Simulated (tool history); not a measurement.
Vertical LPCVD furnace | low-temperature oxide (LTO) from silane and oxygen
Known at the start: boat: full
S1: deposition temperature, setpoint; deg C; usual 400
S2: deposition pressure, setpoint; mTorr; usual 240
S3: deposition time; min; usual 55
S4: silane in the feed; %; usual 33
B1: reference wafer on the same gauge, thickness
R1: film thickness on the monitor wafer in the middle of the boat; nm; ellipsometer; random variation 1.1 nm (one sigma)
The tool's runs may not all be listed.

run    hour   S1   S2    S3  S4      B1      R1
  1       0  400  265    55  33   517.9  512.36
  2    80.2  400  265    55  33     518  517.22
  3   186.9  400  265    55  33  517.99  516.31
  4   289.9  400  240  67.5  33  517.99  575.07
  5   347.1  400  240    55  33   518.2  467.66
  6   407.9  400  240    55  33  518.01  466.34
  7     500  400  240    55  33  517.61  467.31
  8   548.8  400  240    55  33  518.04  467.88
  9   611.5  400  240  40.5  30  518.18  301.86
 10   660.2  400  240  40.5  30  517.74  300.62
 11   757.4  396  240    63  33  518.27  515.25
 12   804.6  400  240    55  33  518.34  469.28
 13   989.7  400  240    55  33  517.97  472.25
       1023  -- thermocouples replaced and temperature profile calibrated
     1064.8  -- pressure gauge zeroed
 14  1312.2  400  240    55  33  518.06  462.49
 15  1410.5  400  240    55  33  518.15   460.4
 16  1510.5  411  290  42.5  28  518.32  386.85
 17  1579.1  391  240  68.5  33  517.94  519.91
     1705.3  -- silane flow controller replaced
 18  1705.8  390  240    74  33  517.72   554.1
 19  1757.7  400  285    55  33  517.95  549.12
 20  1806.8  400  240    55  33  518.11  464.43
     1858.5  -- gauge calibrated
 21  1886.6  400  240    55  33  518.04  463.03
 22  1933.3  400  240    44  40  518.37  475.89
 23  2036.3  400  270    55  38  517.86  629.44
 24  2126.2  392  240  47.5  33  518.03  365.74
 25  2213.5  400  240    55  33  518.03  463.79
 26  2258.3  400  285    55  33  517.74  550.99
 27  2298.9  412  295  36.5  39  517.72  537.66
 28  2374.4  400  270  71.5  39  518.03  848.89
 29  2465.6  404  225    43  33  518.03  360.53
 30  2537.3  400  240    55  33  517.58  467.15

Forecast each of these 3 alternatives for the next run:
  A  2541.8  400  240    55  33   ?   ?
  B  2541.8  390  240    55  33   ?   ?
  C  2541.8  400  275  45.5  31   ?   ?

run      B1      R1
  A  517.93  466.97
  B  517.93  414.72
  C  517.93  404.33
Without the tool's hidden state the same runs would have given:
run      R1
  A  459.05
  B  407.69
  C  398.34

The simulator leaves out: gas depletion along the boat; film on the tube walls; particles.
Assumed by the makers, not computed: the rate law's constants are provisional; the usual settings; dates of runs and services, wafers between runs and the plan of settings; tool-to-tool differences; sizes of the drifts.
